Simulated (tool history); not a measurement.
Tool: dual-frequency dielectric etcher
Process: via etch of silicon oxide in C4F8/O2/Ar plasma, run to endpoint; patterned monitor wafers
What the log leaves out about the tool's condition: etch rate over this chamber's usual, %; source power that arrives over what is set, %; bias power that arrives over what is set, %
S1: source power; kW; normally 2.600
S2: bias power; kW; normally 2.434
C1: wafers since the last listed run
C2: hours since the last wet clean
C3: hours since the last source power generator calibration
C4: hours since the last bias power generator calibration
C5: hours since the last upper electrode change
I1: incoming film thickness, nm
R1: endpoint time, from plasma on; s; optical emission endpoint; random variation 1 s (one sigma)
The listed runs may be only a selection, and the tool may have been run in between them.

| run | hour | S1 | S2 | C1 | C2 | C3 | C4 | C5 | I1 | R1 |
|---|---|---|---|---|---|---|---|---|---|---|
| 1 | 0.0 | 2.600 | 2.434 | 0 | 558.1 | 1869.2 | 1299.9 | 3267.0 | 1932.7 | 321.4 |
|  | 25.4 | wet clean of the chamber |
| 2 | 102.0 | 2.600 | 2.434 | 395 | 76.6 | 1971.2 | 1401.9 | 3369.0 | 1923.6 | 322.5 |
| 3 | 193.9 | 2.600 | 2.606 | 466 | 168.5 | 2063.1 | 1493.8 | 3460.9 | 1923.8 | 310.1 |
| 4 | 265.1 | 2.600 | 2.690 | 361 | 239.7 | 2134.3 | 1565.0 | 3532.1 | 1931.7 | 306.6 |
| 5 | 361.4 | 2.110 | 2.434 | 488 | 336.0 | 2230.6 | 1661.3 | 3628.4 | 1943.0 | 362.5 |
| 6 | 445.5 | 2.110 | 2.434 | 426 | 420.1 | 2314.7 | 1745.4 | 3712.5 | 1909.3 | 357.1 |
|  | 487.7 | wet clean of the chamber |
| 7 | 512.1 | 2.110 | 2.434 | 216 | 24.4 | 2381.3 | 1812.0 | 3779.1 | 1944.6 | 363.7 |
| 8 | 601.4 | 2.600 | 2.999 | 453 | 113.7 | 2470.6 | 1901.3 | 3868.4 | 1928.9 | 291.7 |
|  | 626.9 | upper electrode replaced |
|  | 663.5 | bias power generator calibrated |
| 9 | 664.0 | 2.600 | 2.920 | 175 | 176.3 | 2533.2 | 0.5 | 37.1 | 1927.7 | 294.6 |
| 10 | 735.7 | 2.600 | 2.434 | 363 | 248.0 | 2604.9 | 72.2 | 108.8 | 1937.8 | 323.2 |

Run 11 is up next; what results do you expect?
|  | 780.3 | source power generator calibrated |
| 11 | 835.8 | 1.960 | 2.907 | 487 | 348.1 | 55.5 | 172.3 | 208.9 | 1922.9 | ? |

{"run 11": {"R1": 343.5}}
Take away the tool's hidden state, keep the run-to-run variation as it was, and the same run would have given R1 343.5 s.
